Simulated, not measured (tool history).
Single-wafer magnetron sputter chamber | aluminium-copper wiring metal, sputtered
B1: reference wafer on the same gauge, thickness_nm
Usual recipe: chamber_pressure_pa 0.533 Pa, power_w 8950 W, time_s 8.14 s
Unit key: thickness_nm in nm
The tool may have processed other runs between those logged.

Run 1, hour 0.0: usual settings; B1 126.029. Result: thickness_nm 118.649 nm.
Run 2, hour 54.4: usual settings; B1 125.973. Result: thickness_nm 118.715 nm.
Run 3, hour 122.1: usual settings; B1 125.931. Result: thickness_nm 118.426 nm.
Run 4, hour 179.2: usual settings; B1 125.961. Result: thickness_nm 118.308 nm.
At hour 202.4: sputter target and shields replaced.
Run 5, hour 241.2: usual settings but chamber_pressure_pa 0.366 Pa, time_s 7.12 s; B1 126.013. Result: thickness_nm 112.132 nm.
Run 6, hour 278.1: usual settings but chamber_pressure_pa 0.371 Pa; B1 126.011. Result: thickness_nm 127.789 nm.
Run 7, hour 304.9: usual settings but chamber_pressure_pa 0.371 Pa; B1 125.964. Result: thickness_nm 127.930 nm.
Run 8, hour 360.0: usual settings but chamber_pressure_pa 0.371 Pa; B1 125.956. Result: thickness_nm 127.603 nm.
Run 9, hour 403.1: usual settings; B1 126.018. Result: thickness_nm 118.167 nm.
Run 10, hour 441.0: usual settings; B1 126.077. Result: thickness_nm 118.635 nm.
Run 11, hour 478.7: usual settings; B1 125.968. Result: thickness_nm 118.709 nm.
At hour 533.4: sputter target and shields replaced.
Run 12, hour 533.8: usual settings; B1 125.922. Result: thickness_nm 118.791 nm.
Run 13, hour 595.5: usual settings; B1 125.978. Result: thickness_nm 118.722 nm.
Run 14, hour 693.4: usual settings; B1 126.022. Result: thickness_nm 118.828 nm.
Run 15, hour 719.3: usual settings but chamber_pressure_pa 0.623 Pa; B1 126.033. Result: thickness_nm 113.735 nm.
At hour 734.5: capacitance manometer re-zeroed and calibrated.
Run 16, hour 750.8: usual settings; B1 126.029. Result: thickness_nm 119.019 nm.
At hour 786.6: gauge calibrated.
Run 17, hour 818.0: usual settings but power_w 8050 W; B1 125.958. Result: thickness_nm 112.708 nm.
Run 18, hour 858.2: usual settings but chamber_pressure_pa 0.612 Pa; B1 126.005. Result: thickness_nm 114.879 nm.
At hour 881.1: sputter target and shields replaced.
Run 19, hour 896.6: usual settings; B1 126.056. Result: thickness_nm 118.264 nm.
Run 20, hour 921.1: usual settings but power_w 9600 W; B1 126.041. Result: thickness_nm 122.634 nm.
Run 21, hour 1026.5: usual settings but power_w 7950 W, time_s 8.66 s; B1 125.979. Result: thickness_nm 118.950 nm.

Run 22, settings as shown, results not yet in. Your forecast:
Run 22, hour 1050.6: usual settings but chamber_pressure_pa 0.644 Pa, power_w 9950 W, time_s 8.76 s; B1 ?. Result: thickness_nm ?.

For run 22 the tool returned B1 125.925, thickness_nm 127.602 nm.
Had the tool carried no hidden state, the very same run would have given thickness_nm 127.602 nm.
